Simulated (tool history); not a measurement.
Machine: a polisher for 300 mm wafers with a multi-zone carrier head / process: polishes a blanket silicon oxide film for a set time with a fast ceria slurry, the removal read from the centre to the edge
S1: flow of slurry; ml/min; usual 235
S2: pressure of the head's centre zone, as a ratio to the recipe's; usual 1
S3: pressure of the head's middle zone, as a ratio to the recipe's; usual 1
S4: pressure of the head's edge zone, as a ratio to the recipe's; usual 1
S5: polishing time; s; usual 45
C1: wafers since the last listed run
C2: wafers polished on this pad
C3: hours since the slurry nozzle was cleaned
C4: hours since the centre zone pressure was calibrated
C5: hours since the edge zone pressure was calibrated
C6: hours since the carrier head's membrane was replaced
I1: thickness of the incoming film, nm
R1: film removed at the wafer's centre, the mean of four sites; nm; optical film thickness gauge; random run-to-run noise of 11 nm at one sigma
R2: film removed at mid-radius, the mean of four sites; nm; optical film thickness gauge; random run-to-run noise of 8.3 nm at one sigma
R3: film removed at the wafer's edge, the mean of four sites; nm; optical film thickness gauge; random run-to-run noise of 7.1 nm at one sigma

run,hour,S1,S2,S3,S4,S5,C1,C2,C3,C4,C5,C6,I1,R1,R2,R3
1,0,235,1,1,1,45,0,369,250.9,611.7,292.5,1947.8,2867.5,974.9,989,994.6
2,6.5,235,1,1,1,45,100,469,257.4,618.2,299,1954.3,2866.8,995.1,982.7,990.8
3,23.9,235,1,1,1,45,269,739,274.8,635.6,316.4,1971.7,2816.5,972.2,982.9,1013.8
4,36.2,235,1,1,1,45,190,930,287.1,647.9,328.7,1984,2931.4,989.2,982.2,987.2
5,45.7,235,1,1,1,45,147,1077,296.6,657.4,338.2,1993.5,2909.6,975.1,984.1,988.7
# hour 59.5: worn pad replaced by a new one
6,60,235,1,0.91,0.93,45,159,7,310.9,671.7,352.5,2007.8,2853.4,978.3,913.7,968
7,65.6,235,1,0.91,0.93,45,86,94,316.5,677.3,358.1,2013.4,2895.7,984.2,924.1,967.1
# hour 72.1: slurry nozzle cleaned
8,74,235,1,0.91,0.93,45,114,209,1.9,685.7,366.5,2021.8,2882.3,1061.6,1005,1015.2
9,89,235,1,1,1,45,232,441,16.9,700.7,381.5,2036.8,2899.9,1071.4,1054.2,1056.3
10,97.4,235,1,1,1,45,130,572,25.3,709.1,389.9,2045.2,2843.9,1045.1,1058.1,1048.1
11,106.1,235,1,1,1,45,134,706,34,717.8,398.6,2053.9,2930.6,1048.3,1049.5,1037.5
12,119.4,275,1,1.05,1,45,206,913,47.3,731.1,411.9,2067.2,2886,1065.3,1084.1,1051.6
13,127.3,270,1,1.04,1,45,122,1035,55.2,739,419.8,2075.1,2872.1,1071.3,1101.6,1050.9
14,134.1,235,1,1.08,1,45,105,1141,62,745.8,426.6,2081.9,2863.4,1030.3,1081.9,1020.9
# hour 136.3: edge zone pressure recalibrated
# hour 149.4: carrier head's membrane replaced by a new one
15,149.9,235,1,1,1,45,136,1277,77.8,761.6,13.6,0.5,2917.2,1029.5,1031,1040.4
# hour 159.4: centre zone pressure recalibrated
# hour 166.1: worn pad replaced by a new one
16,166.6,235,1,1,1,58,165,8,94.5,7.2,30.3,17.2,2862.3,1306.8,1301.6,1321.3
17,179.1,235,0.88,1,0.97,45,193,202,107,19.7,42.8,29.7,2898.4,899.8,1012.3,1008.4
18,193.6,235,1,1,1.07,45,224,426,121.5,34.2,57.3,44.2,2924.8,991.9,1017.5,1043.9
19,206.3,235,0.9,1,1,57,196,623,134.2,46.9,70,56.9,2850.2,1173.8,1275.3,1276.1
20,217.1,235,1,1,1.12,53,167,791,145,57.7,80.8,67.7,2896.9,1164.2,1185.8,1245.2
21,233.5,235,0.91,0.95,1.04,39,254,1045,161.4,74.1,97.2,84.1,2886.2,791.7,830.1,887.2

Alternative continuations, all from the tool just after run 21; predict every row:
A,233.9,235,1,1,1,45,6,1051,161.8,74.5,97.6,84.5,2877.8,?,?,?
B,233.9,235,0.95,0.9,0.97,53,6,1051,161.8,74.5,97.6,84.5,2877.8,?,?,?
C,233.9,260,1,1,1,45,6,1051,161.8,74.5,97.6,84.5,2877.8,?,?,?
D,233.9,210,1.09,1,0.93,57,6,1051,161.8,74.5,97.6,84.5,2877.8,?,?,?

run,R1,R2,R3
A,989.8,996.9,1011.7
B,1122.7,1097.2,1175.5
C,1011,1015.8,1025.5
D,1301.4,1233.5,1217.8
Without the tool's unlogged condition, the same runs would have read:
run,R1,R2,R3
A,1076.2,1074.3,1068.7
B,1220.7,1182.4,1241.8
C,1090.5,1087.1,1078.3
D,1429.1,1340.7,1293.6

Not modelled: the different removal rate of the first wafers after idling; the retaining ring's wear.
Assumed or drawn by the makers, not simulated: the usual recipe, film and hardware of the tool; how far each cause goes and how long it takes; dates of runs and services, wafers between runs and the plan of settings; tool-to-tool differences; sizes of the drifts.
